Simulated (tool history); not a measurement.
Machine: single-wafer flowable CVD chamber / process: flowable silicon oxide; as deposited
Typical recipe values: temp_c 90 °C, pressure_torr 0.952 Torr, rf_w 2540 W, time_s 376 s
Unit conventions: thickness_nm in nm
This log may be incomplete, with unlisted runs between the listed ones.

run,hour,temp_c,pressure_torr,rf_w,time_s,wafers since the last listed run,hours since the last thermocouple change,hours since the last RF generator calibration,hours since the last manometer calibration,hours since the showerhead was replaced,hours since the gauge calibration,"read-back reference wafer on the same gauge, thickness_nm",thickness_nm
1,0.0,90,0.952,2540,376,0,1266.8,478.9,698.1,4186.9,980.4,516.545,427.202
2,66.6,90,0.952,2540,376,430,1333.4,545.5,764.7,4253.5,1047.0,517.164,427.609
3,141.6,90,0.952,2540,376,485,1408.4,620.5,839.7,4328.5,1122.0,516.411,429.512
4,231.2,84,0.952,2540,376,579,1498.0,710.1,929.3,4418.1,1211.6,516.540,504.564
5,327.9,84,0.952,2540,376,625,1594.7,806.8,1026.0,4514.8,1308.3,516.245,497.897
6,435.4,90,0.952,2540,349,695,1702.2,914.3,1133.5,4622.3,1415.8,516.813,396.055
7,483.4,90,0.952,2540,349,310,1750.2,962.3,1181.5,4670.3,1463.8,517.858,394.241
8,533.2,90,0.952,2540,376,322,1800.0,1012.1,1231.3,4720.1,1513.6,516.159,422.848
9,610.1,90,0.952,2540,376,497,1876.9,1089.0,1308.2,4797.0,1590.5,517.498,424.198
10,662.9,90,0.952,2540,376,341,1929.7,1141.8,1361.0,4849.8,1643.3,517.175,423.808
# hour 691.6: capacitance manometer re-zeroed and calibrated
# hour 719.6: showerhead replaced
# hour 727.4: gauge calibrated
11,761.5,90,0.952,2540,376,534,2028.3,1240.4,69.9,41.9,34.1,516.895,473.239
12,863.5,90,0.952,2540,376,659,2130.3,1342.4,171.9,143.9,136.1,517.045,471.299
13,952.7,90,0.952,2540,376,577,2219.5,1431.6,261.1,233.1,225.3,517.237,467.191
14,1031.4,90,0.952,2540,376,509,2298.2,1510.3,339.8,311.8,304.0,518.046,464.580
15,1090.9,90,0.952,2540,332,384,2357.7,1569.8,399.3,371.3,363.5,517.887,413.708
# hour 1167.5: capacitance manometer re-zeroed and calibrated, repeated, since the last time left the tool worse
# hour 1176.3: thermocouple changed; heater temperature recalibrated
16,1184.1,84,0.871,2540,344,499,7.8,1663.0,16.6,464.5,456.7,517.414,436.567
17,1269.8,90,0.952,2540,376,554,93.5,1748.7,102.3,550.2,542.4,517.643,445.983
18,1367.9,90,0.952,2130,376,634,191.6,1846.8,200.4,648.3,640.5,517.693,418.670
19,1456.5,81,0.876,2320,376,573,280.2,1935.4,289.0,736.9,729.1,517.060,501.537
20,1579.3,90,0.952,2540,376,794,403.0,2058.2,411.8,859.7,851.9,517.534,432.923
21,1638.9,98,0.952,2540,376,385,462.6,2117.8,471.4,919.3,911.5,516.536,342.593
# hour 1733.7: RF generator calibrated
22,1734.2,104,0.952,2540,304,564,557.9,0.5,566.7,1014.6,1006.8,516.274,231.092
23,1797.8,90,0.952,2540,376,411,621.5,64.1,630.3,1078.2,1070.4,516.892,429.075
24,1886.2,90,1.080,3025,376,571,709.9,152.5,718.7,1166.6,1158.8,517.146,496.104
25,1925.0,90,0.952,2195,412,251,748.7,191.3,757.5,1205.4,1197.6,516.564,458.890
26,2028.1,90,0.952,2540,376,667,851.8,294.4,860.6,1308.5,1300.7,517.695,426.522
27,2128.2,98,0.952,2540,376,647,951.9,394.5,960.7,1408.6,1400.8,515.851,336.685
28,2164.9,86,0.848,2080,400,237,988.6,431.2,997.4,1445.3,1437.5,517.304,429.847
29,2264.1,90,0.952,2540,376,641,1087.8,530.4,1096.6,1544.5,1536.7,517.539,428.944

Alternative continuations, all from the tool just after run 29; predict every row:
A,2264.6,90,0.952,2255,376,3,1088.3,530.9,1097.1,1545.0,1537.2,?,?
B,2264.6,94,0.952,2540,376,3,1088.3,530.9,1097.1,1545.0,1537.2,?,?
C,2264.6,84,0.952,2795,376,3,1088.3,530.9,1097.1,1545.0,1537.2,?,?

run,"read-back reference wafer on the same gauge, thickness_nm",thickness_nm
A,516.784,412.848
B,516.784,375.334
C,516.784,501.484
Take away the tool's hidden state, keep each run's random variation, and the runs would have read:
run,thickness_nm
A,431.526
B,392.315
C,524.173

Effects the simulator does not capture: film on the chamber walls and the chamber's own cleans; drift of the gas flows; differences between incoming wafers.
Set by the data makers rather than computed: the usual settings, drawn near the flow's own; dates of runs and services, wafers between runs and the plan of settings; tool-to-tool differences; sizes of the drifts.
